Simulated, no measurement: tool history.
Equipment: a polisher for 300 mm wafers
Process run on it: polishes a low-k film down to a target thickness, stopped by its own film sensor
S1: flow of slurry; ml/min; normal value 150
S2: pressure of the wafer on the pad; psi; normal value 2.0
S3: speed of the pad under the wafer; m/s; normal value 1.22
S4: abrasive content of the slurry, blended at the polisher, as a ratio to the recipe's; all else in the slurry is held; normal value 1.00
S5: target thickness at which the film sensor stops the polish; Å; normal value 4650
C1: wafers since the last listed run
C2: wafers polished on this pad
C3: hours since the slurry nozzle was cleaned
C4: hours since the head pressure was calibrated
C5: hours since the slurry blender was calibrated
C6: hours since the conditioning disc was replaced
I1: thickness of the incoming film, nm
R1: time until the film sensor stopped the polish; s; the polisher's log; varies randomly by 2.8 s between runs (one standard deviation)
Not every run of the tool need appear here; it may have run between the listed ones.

Run 1, hour 0.0: usual settings but S5 4590 Å; C1 0; C2 1031; C3 694.9; C4 211.9; C5 59.9; C6 59.4; I1 546.5. Result: R1 190.4 s.
At hour 39.6: slurry nozzle cleaned.
Run 2, hour 44.5: usual settings; C1 211; C2 1243; C3 4.9; C4 256.4; C5 104.4; C6 103.9; I1 534.7. Result: R1 155.6 s.
Run 3, hour 88.5: usual settings but S4 0.95; C1 214; C2 1457; C3 48.9; C4 300.4; C5 148.4; C6 147.9; I1 540.8. Result: R1 178.9 s.
Run 4, hour 131.2: usual settings but S4 0.95; C1 207; C2 1665; C3 91.6; C4 343.1; C5 191.1; C6 190.6; I1 541.9. Result: R1 169.5 s.
Run 5, hour 204.9: usual settings but S4 0.95; C1 358; C2 2023; C3 165.3; C4 416.8; C5 264.8; C6 264.3; I1 541.8. Result: R1 174.8 s.
Run 6, hour 248.0: usual settings; C1 209; C2 2233; C3 208.4; C4 459.9; C5 307.9; C6 307.4; I1 541.7. Result: R1 173.2 s.
Run 7, hour 287.5: usual settings; C1 192; C2 2425; C3 247.9; C4 499.4; C5 347.4; C6 346.9; I1 545.3. Result: R1 173.3 s.
At hour 310.8: head pressure recalibrated.
Run 8, hour 348.1: usual settings but S5 4460 Å; C1 285; C2 2710; C3 308.5; C4 37.3; C5 408.0; C6 407.5; I1 536.2. Result: R1 193.8 s.
Run 9, hour 392.4: usual settings but S1 175 ml/min, S2 2.6 psi, S5 4850 Å; C1 215; C2 2925; C3 352.8; C4 81.6; C5 452.3; C6 451.8; I1 547.2. Result: R1 105.4 s.
At hour 397.8: worn pad replaced by a new one.
Run 10, hour 499.6: usual settings but S1 185 ml/min, S4 1.25, S5 4870 Å; C1 501; C2 495; C3 460.0; C4 188.8; C5 559.5; C6 559.0; I1 536.2. Result: R1 96.5 s.
At hour 518.0: slurry blender recalibrated.
At hour 521.6: conditioning disc replaced and pad reconditioned.
Run 11, hour 552.6: usual settings; C1 238; C2 733; C3 513.0; C4 241.8; C5 34.6; C6 31.0; I1 540.4. Result: R1 169.7 s.
Run 12, hour 641.1: usual settings but S1 105 ml/min, S2 2.3 psi; C1 430; C2 1163; C3 601.5; C4 330.3; C5 123.1; C6 119.5; I1 538.8. Result: R1 156.8 s.
Run 13, hour 719.8: usual settings but S3 1.42 m/s, S4 0.70; C1 382; C2 1546; C3 680.2; C4 409.0; C5 201.8; C6 198.2; I1 538.9. Result: R1 172.7 s.
Run 14, hour 762.8: usual settings but S2 2.6 psi, S5 4760 Å; C1 209; C2 1755; C3 723.2; C4 452.0; C5 244.8; C6 241.2; I1 536.0. Result: R1 105.7 s.

For run 15, what comes out?
Run 15, hour 853.6: usual settings but S1 165 ml/min; C1 441; C2 2197; C3 814.0; C4 542.8; C5 335.6; C6 332.0; I1 543.9. Result: R1 ?.

R1: 166.8 s
The same run, on a tool lacking any hidden state, would have yielded R1 166.8 s.

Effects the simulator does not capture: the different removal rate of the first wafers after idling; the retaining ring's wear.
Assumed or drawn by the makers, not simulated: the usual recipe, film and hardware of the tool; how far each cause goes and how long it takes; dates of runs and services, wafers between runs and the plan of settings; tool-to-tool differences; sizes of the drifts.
